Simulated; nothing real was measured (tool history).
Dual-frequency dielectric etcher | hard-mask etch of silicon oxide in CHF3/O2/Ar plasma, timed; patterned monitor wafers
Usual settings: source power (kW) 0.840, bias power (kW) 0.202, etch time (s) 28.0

run	hour	source power (kW)	bias power (kW)	etch time (s)	wafers since the last listed run	hours since the last wet clean	hours since the last source power generator calibration	hours since the last bias power generator calibration	hours since the last upper electrode change	hours since the gauge calibration	read-back reference wafer on the same gauge, depth_nm	mean etch depth across the wafer (nm)
1	0.0	0.840	0.202	28.0	0	504.2	1673.6	3468.4	5863.3	23.7	77.1	64.3
2	7.8	0.840	0.202	28.0	96	512.0	1681.4	3476.2	5871.1	31.5	77.3	64.5
3	15.9	0.840	0.202	28.0	100	520.1	1689.5	3484.3	5879.2	39.6	77.3	64.0
4	53.6	0.840	0.202	22.5	467	557.8	1727.2	3522.0	5916.9	77.3	77.3	51.9
# hour 80.7: upper electrode replaced
5	81.2	0.840	0.181	28.0	44	585.4	1754.8	3549.6	0.5	104.9	77.2	62.9
6	81.5	0.840	0.202	28.0	3	585.7	1755.1	3549.9	0.8	105.2	77.3	64.0
7	87.0	0.840	0.202	28.0	68	591.2	1760.6	3555.4	6.3	110.7	77.4	64.6
# hour 106.6: source power generator calibrated
# hour 109.4: gauge calibrated
# hour 115.8: wet clean of the chamber
8	116.3	0.840	0.202	24.0	199	0.5	9.7	3584.7	35.6	6.9	77.3	55.4
9	116.6	0.840	0.202	24.0	3	0.8	10.0	3585.0	35.9	7.2	77.3	55.4
10	123.3	1.040	0.202	21.0	83	7.5	16.7	3591.7	42.6	13.9	77.3	53.4
# hour 137.4: bias power generator calibrated
11	140.7	0.840	0.242	31.5	166	24.9	34.1	3.3	60.0	31.3	77.2	75.7
12	150.1	0.840	0.248	32.0	116	34.3	43.5	12.7	69.4	40.7	77.3	77.9
13	164.6	0.840	0.202	28.0	179	48.8	58.0	27.2	83.9	55.2	77.5	64.3
14	170.7	0.840	0.202	28.0	75	54.9	64.1	33.3	90.0	61.3	77.2	64.4
15	180.6	0.840	0.235	28.0	122	64.8	74.0	43.2	99.9	71.2	77.1	67.0
16	197.9	0.840	0.202	35.5	214	82.1	91.3	60.5	117.2	88.5	77.4	81.1
17	204.8	0.840	0.202	28.0	85	89.0	98.2	67.4	124.1	95.4	77.2	63.9
18	218.3	0.680	0.164	28.0	167	102.5	111.7	80.9	137.6	108.9	77.3	55.0

Forecast each of these 3 alternatives for the next run:
A	218.7	0.840	0.202	28.0	4	102.9	112.1	81.3	138.0	109.3	?	?
B	218.7	1.000	0.186	22.0	4	102.9	112.1	81.3	138.0	109.3	?	?
C	218.7	0.940	0.202	33.5	4	102.9	112.1	81.3	138.0	109.3	?	?

run	read-back reference wafer on the same gauge, depth_nm	mean etch depth across the wafer (nm)
A	77.3	64.4
B	77.3	54.1
C	77.3	81.5
Without the tool's hidden state the same runs would have given:
run	mean etch depth across the wafer (nm)
A	64.4
B	54.1
C	81.5

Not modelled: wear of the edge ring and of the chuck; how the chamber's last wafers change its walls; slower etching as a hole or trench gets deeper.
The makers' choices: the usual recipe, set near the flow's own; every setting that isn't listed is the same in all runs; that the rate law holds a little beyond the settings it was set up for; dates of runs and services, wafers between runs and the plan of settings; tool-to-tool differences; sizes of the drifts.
